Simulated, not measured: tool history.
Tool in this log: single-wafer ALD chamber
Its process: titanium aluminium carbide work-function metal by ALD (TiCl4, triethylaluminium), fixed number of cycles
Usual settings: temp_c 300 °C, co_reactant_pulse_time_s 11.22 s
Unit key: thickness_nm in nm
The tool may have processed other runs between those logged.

run,hour,temp_c,co_reactant_pulse_time_s,"read-back reference wafer on the same gauge, thickness_nm",thickness_nm
1,0.0,300,11.22,2.330,1.968
2,95.0,307,13.11,2.332,2.103
3,160.8,300,11.22,2.330,2.003
4,220.4,300,11.22,2.330,2.006
5,257.2,300,11.22,2.331,2.013
6,371.5,300,11.22,2.331,1.996
7,472.8,312,11.22,2.330,2.127
8,551.2,300,11.22,2.330,2.027
9,606.7,300,11.22,2.331,2.017
10,674.2,300,12.99,2.330,2.031
11,776.4,290,13.42,2.331,1.948
12,834.0,294,9.44,2.330,1.912
13,938.0,291,8.55,2.330,1.870
14,1139.3,294,8.69,2.329,1.872
15,1201.1,300,11.22,2.331,2.026
16,1300.5,288,15.70,2.331,1.972
17,1490.1,300,11.22,2.331,1.991
18,1587.9,310,11.22,2.330,2.062
19,1695.6,300,11.22,2.330,1.988
20,1796.8,292,8.97,2.330,1.854
21,1852.9,300,11.22,2.330,1.979
22,1905.3,288,8.76,2.329,1.826
23,2007.1,300,8.97,2.331,1.974
24,2084.6,300,11.22,2.331,2.015
25,2126.0,307,15.54,2.329,2.101
26,2229.4,300,11.22,2.330,2.004
27,2316.4,306,12.91,2.331,2.060
28,2540.6,295,9.68,2.330,1.956
29,2594.0,289,8.90,2.330,1.881
30,2677.6,312,6.95,2.331,1.958
31,2760.6,300,11.22,2.330,1.998
32,2822.0,300,11.22,2.330,1.991

Removed from this log: 8 entries logged between the listed runs. Between which two listed runs does each belong, and how does the tool's hidden state at the listed run before it compare with that at the listed run after it?
Logged between run 1 and run 2: thermocouple changed; heater temperature recalibrated (hour 58.7)
  wafer temperature above the value expected at the setpoint (K): -6.61 -> -0.399; triethylaluminium dose above that of a fresh bottle (%): -23.4 -> -24.2
  measured minus no-state result, thickness_nm: -0.093 -> -0.036 nm
Logged between run 6 and run 7: triethylaluminium bottle replaced (hour 443.5)
  wafer temperature above the value expected at the setpoint (K): -3.35 -> -4; triethylaluminium dose above that of a fresh bottle (%): -25.8 -> -3.57
  measured minus no-state result, thickness_nm: -0.074 -> -0.037 nm
Logged between run 7 and run 8: gauge calibrated (hour 519.4)
  wafer temperature above the value expected at the setpoint (K): -4 -> -4.4; triethylaluminium dose above that of a fresh bottle (%): -3.57 -> -7.26
  measured minus no-state result, thickness_nm: -0.037 -> -0.045 nm
Logged between run 11 and run 12: showerhead replaced (hour 818.1)
  wafer temperature above the value expected at the setpoint (K): -5.17 -> -5.31; triethylaluminium dose above that of a fresh bottle (%): -15.2 -> -16.7
  measured minus no-state result, thickness_nm: -0.056 -> -0.076 nm
Logged between run 14 and run 15: thermocouple changed; heater temperature recalibrated (hour 1200.6)
  wafer temperature above the value expected at the setpoint (K): -5.77 -> 0.56; triethylaluminium dose above that of a fresh bottle (%): -22.4 -> -23.2
  measured minus no-state result, thickness_nm: -0.101 -> -0.037 nm
Logged between run 22 and run 23: triethylaluminium bottle replaced (hour 1933.3)
  wafer temperature above the value expected at the setpoint (K): -4.74 -> -4.98; triethylaluminium dose above that of a fresh bottle (%): -27.8 -> -5.47
  measured minus no-state result, thickness_nm: -0.110 -> -0.049 nm
Logged between run 27 and run 28: thermocouple changed; heater temperature recalibrated (hour 2418.8)
  wafer temperature above the value expected at the setpoint (K): -5.4 -> -1.6; triethylaluminium dose above that of a fresh bottle (%): -16.2 -> -20.8
  measured minus no-state result, thickness_nm: -0.062 -> -0.058 nm
Logged between run 30 and run 31: gauge calibrated (hour 2696.9)
  wafer temperature above the value expected at the setpoint (K): -2.98 -> -3.61; triethylaluminium dose above that of a fresh bottle (%): -22.8 -> -23.7
  measured minus no-state result, thickness_nm: -0.103 -> -0.071 nm
